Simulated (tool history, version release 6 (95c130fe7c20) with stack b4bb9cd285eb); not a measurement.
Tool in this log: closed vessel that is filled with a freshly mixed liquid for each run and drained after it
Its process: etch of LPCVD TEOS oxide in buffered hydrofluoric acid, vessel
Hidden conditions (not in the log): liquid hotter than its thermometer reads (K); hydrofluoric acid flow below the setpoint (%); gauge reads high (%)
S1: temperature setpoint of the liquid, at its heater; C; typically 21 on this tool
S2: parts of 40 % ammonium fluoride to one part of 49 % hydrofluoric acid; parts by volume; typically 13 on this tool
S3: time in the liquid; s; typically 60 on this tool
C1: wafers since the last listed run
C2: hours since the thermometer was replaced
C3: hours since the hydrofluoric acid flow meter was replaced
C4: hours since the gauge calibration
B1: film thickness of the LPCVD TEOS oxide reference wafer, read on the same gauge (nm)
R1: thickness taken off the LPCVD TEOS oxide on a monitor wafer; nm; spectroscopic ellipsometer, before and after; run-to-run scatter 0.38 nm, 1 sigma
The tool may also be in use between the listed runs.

run 1 hour=0 | S1=21 S2=13 S3=60 | C1=0 C2=641.9 C3=359.3 C4=874.9 | B1=50.01 | R1=82.72
run 2 hour=43.5 | S1=21 S2=14 S3=60 | C1=4357 C2=685.4 C3=402.8 C4=918.4 | B1=49.98 | R1=77.14
run 3 hour=121.2 | S1=21 S2=14 S3=60 | C1=7783 C2=763.1 C3=480.5 C4=996.1 | B1=49.97 | R1=77.17
run 4 hour=167.2 | S1=21 S2=13 S3=60 | C1=4608 C2=809.1 C3=526.5 C4=1042.1 | B1=50.03 | R1=83.77
run 5 hour=224.3 | S1=21 S2=13 S3=60 | C1=5720 C2=866.2 C3=583.6 C4=1099.2 | B1=50.03 | R1=83.57
-- hour=300.2 thermometer replaced
run 6 hour=318.8 | S1=21 S2=13 S3=60 | C1=9366 C2=18.6 C3=678.1 C4=1193.7 | B1=49.98 | R1=79.66
run 7 hour=394.2 | S1=19.5 S2=13 S3=60 | C1=7553 C2=94 C3=753.5 C4=1269.1 | B1=50.02 | R1=73.3
run 8 hour=498 | S1=21 S2=13 S3=60 | C1=10398 C2=197.8 C3=857.3 C4=1372.9 | B1=49.98 | R1=79.52
run 9 hour=588.1 | S1=21 S2=13 S3=60 | C1=9026 C2=287.9 C3=947.4 C4=1463 | B1=50.01 | R1=79.91
run 10 hour=675.8 | S1=21 S2=13 S3=60 | C1=8785 C2=375.6 C3=1035.1 C4=1550.7 | B1=50.03 | R1=79.99
run 11 hour=747.6 | S1=21 S2=13 S3=60 | C1=7192 C2=447.4 C3=1106.9 C4=1622.5 | B1=49.99 | R1=79.98
run 12 hour=855.1 | S1=22.5 S2=13 S3=60 | C1=10769 C2=554.9 C3=1214.4 C4=1730 | B1=50.04 | R1=87.2
run 13 hour=907.8 | S1=21 S2=13 S3=60 | C1=5279 C2=607.6 C3=1267.1 C4=1782.7 | B1=50.03 | R1=79.82
run 14 hour=955.7 | S1=21 S2=13 S3=60 | C1=4798 C2=655.5 C3=1315 C4=1830.6 | B1=49.98 | R1=80.59
run 15 hour=1042.7 | S1=21 S2=13 S3=60 | C1=8715 C2=742.5 C3=1402 C4=1917.6 | B1=49.96 | R1=81.22
run 16 hour=1115.8 | S1=21 S2=13 S3=60 | C1=7323 C2=815.6 C3=1475.1 C4=1990.7 | B1=50.01 | R1=81.23
run 17 hour=1206.4 | S1=24 S2=10 S3=90 | C1=9076 C2=906.2 C3=1565.7 C4=2081.3 | B1=50.01 | R1=187.7
run 18 hour=1275.3 | S1=17 S2=16 S3=40 | C1=6902 C2=975.1 C3=1634.6 C4=2150.2 | B1=50.02 | R1=35.8
-- hour=1318.7 thermometer replaced
run 19 hour=1362.6 | S1=21 S2=13 S3=60 | C1=8645 C2=43.9 C3=1721.9 C4=2237.5 | B1=50.01 | R1=77.39
run 20 hour=1463.1 | S1=19 S2=8.5 S3=50 | C1=10067 C2=144.4 C3=1822.4 C4=2338 | B1=50.01 | R1=84.23
run 21 hour=1514.3 | S1=21 S2=13 S3=50 | C1=5129 C2=195.6 C3=1873.6 C4=2389.2 | B1=50 | R1=65.23
run 22 hour=1606.6 | S1=22.5 S2=16.5 S3=60 | C1=9246 C2=287.9 C3=1965.9 C4=2481.5 | B1=49.97 | R1=66.65
run 23 hour=1652.3 | S1=21 S2=13 S3=60 | C1=4578 C2=333.6 C3=2011.6 C4=2527.2 | B1=49.98 | R1=78.37
-- hour=1671.2 hydrofluoric acid flow meter replaced
run 24 hour=1715.7 | S1=19 S2=8.5 S3=50 | C1=6251 C2=397 C3=44.5 C4=2590.6 | B1=50.01 | R1=89.78
run 25 hour=1767.4 | S1=23.5 S2=10.5 S3=60 | C1=5179 C2=448.7 C3=96.2 C4=2642.3 | B1=49.98 | R1=115.18
-- hour=1810.6 gauge calibrated
run 26 hour=1826 | S1=21 S2=13 S3=60 | C1=5870 C2=507.3 C3=154.8 C4=15.4 | B1=50 | R1=81.6
run 27 hour=1916.7 | S1=21 S2=14.5 S3=30 | C1=9086 C2=598 C3=245.5 C4=106.1 | B1=50.02 | R1=36.91
run 28 hour=2007.8 | S1=25.5 S2=13 S3=95 | C1=9126 C2=689.1 C3=336.6 C4=197.2 | B1=50 | R1=166.24
run 29 hour=2065.2 | S1=17.5 S2=9.5 S3=60 | C1=5750 C2=746.5 C3=394 C4=254.6 | B1=50.01 | R1=91.02
-- hour=2108.7 thermometer replaced
run 30 hour=2109.2 | S1=21 S2=11 S3=30 | C1=4307 C2=0.5 C3=438 C4=298.6 | B1=49.99 | R1=46.38
run 31 hour=2205 | S1=18 S2=13 S3=60 | C1=9597 C2=96.3 C3=533.8 C4=394.4 | B1=50.03 | R1=66.54
run 32 hour=2303.5 | S1=24.5 S2=10.5 S3=60 | C1=9867 C2=194.8 C3=632.3 C4=492.9 | B1=49.98 | R1=117.43
run 33 hour=2350.2 | S1=25 S2=16.5 S3=45 | C1=4678 C2=241.5 C3=679 C4=539.6 | B1=50.01 | R1=58.14

The tool's hidden state at each run:
gauge reads high (%): 0, the same for each run
H1: liquid hotter than its thermometer reads (K)
H2: hydrofluoric acid flow below the setpoint (%)
run=1 H1=0.811 H2=1.05
run=2 H1=0.857 H2=1.15
run=3 H1=0.939 H2=1.32
run=4 H1=0.987 H2=1.42
run=5 H1=1.05 H2=1.55
run=6 H1=0.0401 H2=1.76
run=7 H1=0.12 H2=1.93
run=8 H1=0.229 H2=2.16
run=9 H1=0.324 H2=2.36
run=10 H1=0.417 H2=2.56
run=11 H1=0.492 H2=2.72
run=12 H1=0.606 H2=2.96
run=13 H1=0.661 H2=3.07
run=14 H1=0.712 H2=3.18
run=15 H1=0.803 H2=3.37
run=16 H1=0.881 H2=3.54
run=17 H1=0.976 H2=3.74
run=18 H1=1.05 H2=3.89
run=19 H1=0.156 H2=4.09
run=20 H1=0.262 H2=4.31
run=21 H1=0.316 H2=4.42
run=22 H1=0.413 H2=4.63
run=23 H1=0.462 H2=4.73
run=24 H1=0.528 H2=1.41
run=25 H1=0.583 H2=1.53
run=26 H1=0.645 H2=1.66
run=27 H1=0.74 H2=1.86
run=28 H1=0.836 H2=2.06
run=29 H1=0.897 H2=2.19
run=30 H1=0.0155 H2=2.29
run=31 H1=0.117 H2=2.5
run=32 H1=0.22 H2=2.72
run=33 H1=0.27 H2=2.82

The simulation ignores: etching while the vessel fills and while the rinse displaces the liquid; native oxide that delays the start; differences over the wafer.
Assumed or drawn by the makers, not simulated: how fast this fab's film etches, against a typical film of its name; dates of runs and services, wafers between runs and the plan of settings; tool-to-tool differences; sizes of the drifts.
